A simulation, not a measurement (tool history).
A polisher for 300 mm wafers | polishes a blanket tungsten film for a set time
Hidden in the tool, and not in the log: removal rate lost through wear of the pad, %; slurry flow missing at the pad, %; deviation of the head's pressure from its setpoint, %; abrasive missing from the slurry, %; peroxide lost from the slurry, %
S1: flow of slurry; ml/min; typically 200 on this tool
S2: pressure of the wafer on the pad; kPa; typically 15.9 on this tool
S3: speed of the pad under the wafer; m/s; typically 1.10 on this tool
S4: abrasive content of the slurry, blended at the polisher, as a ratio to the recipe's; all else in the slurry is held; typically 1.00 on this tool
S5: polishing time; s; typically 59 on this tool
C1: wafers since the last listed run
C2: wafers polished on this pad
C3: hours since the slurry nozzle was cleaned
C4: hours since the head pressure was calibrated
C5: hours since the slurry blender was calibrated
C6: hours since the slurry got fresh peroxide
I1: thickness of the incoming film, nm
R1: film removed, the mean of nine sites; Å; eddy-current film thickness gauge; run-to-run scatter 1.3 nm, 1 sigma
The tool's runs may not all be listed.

run   hour   S1    S2    S3    S4  S5   C1    C2     C3     C4     C5     C6     I1    R1
  1    0.0  200  14.5  1.10  1.00  59    0   590  317.8  183.0   93.4   91.1  941.4  1682
  2    6.6  200  15.9  1.10  1.00  59   51   642  324.4  189.6  100.0   97.7  947.4  1824
  3   17.3  200  15.9  1.10  1.00  59   84   727  335.1  200.3  110.7  108.4  964.7  1819
  4   26.7  200  15.9  1.10  1.00  59   74   801  344.5  209.7  120.1  117.8  982.8  1833
  5   43.5  200  17.2  1.10  1.00  59  132   933  361.3  226.5  136.9  134.6  954.6  1972
  6   58.6  200  17.2  1.10  1.00  59  118  1052  376.4  241.6  152.0  149.7  956.8  1986
  7   66.3  200  15.9  1.10  1.00  59   60  1113  384.1  249.3  159.7  157.4  960.2  1827
      73.2  -- worn pad replaced by a new one
  8   80.9  200  15.9  1.10  1.00  59   83    60  398.7  263.9  174.3  172.0  956.9  1821
      84.3  -- slurry nozzle cleaned
  9   91.1  200  18.6  0.84  1.10  49   72   132    6.8  274.1  184.5  182.2  946.3  1401
      92.5  -- slurry tank refilled with fresh slurry and peroxide
 10  101.8  200  15.9  1.10  1.00  59   76   209   17.5  284.8  195.2    9.3  973.0  1793
     106.8  -- head pressure recalibrated
 11  117.8  200  15.9  1.10  1.00  59  110   319   33.5   11.0  211.2   25.3  974.5  1832
     121.4  -- slurry blender recalibrated
 12  130.8  200  18.6  0.98  1.20  59   86   406   46.5   24.0    9.4   38.3  962.4  2021
 13  138.1  200  15.9  1.10  0.85  59   57   463   53.8   31.3   16.7   45.6  951.8  1713
 14  149.8  200  20.7  1.00  0.75  59   92   555   65.5   43.0   28.4   57.3  949.0  1963
 15  162.3  200  18.6  1.10  1.00  53   98   654   78.0   55.5   40.9   69.8  960.9  1917
 16  177.5  200  15.9  1.10  1.00  59  119   773   93.2   70.7   56.1   85.0  953.5  1820
 17  185.1  260  19.3  1.46  1.00  59   59   833  100.8   78.3   63.7   92.6  962.5  3001

Predict each of these 4 candidate next runs independently; none follows another, all start after run 17:
  A  185.5  200  15.9  1.10  0.70  59   3  836  101.2  78.7  64.1  93.0  963.4   ?
  B  185.5  175  15.9  1.26  1.00  78   3  836  101.2  78.7  64.1  93.0  963.4   ?
  C  185.5  150  12.4  1.10  1.00  59   3  836  101.2  78.7  64.1  93.0  963.4   ?
  D  185.5  200  11.0  1.10  1.00  59   3  836  101.2  78.7  64.1  93.0  963.4   ?

run    R1
  A  1619
  B  2719
  C  1372
  D  1272
With the hidden condition removed and each run's random variation left untouched, the same runs would have given:
run    R1
  A  1619
  B  2719
  C  1372
  D  1272
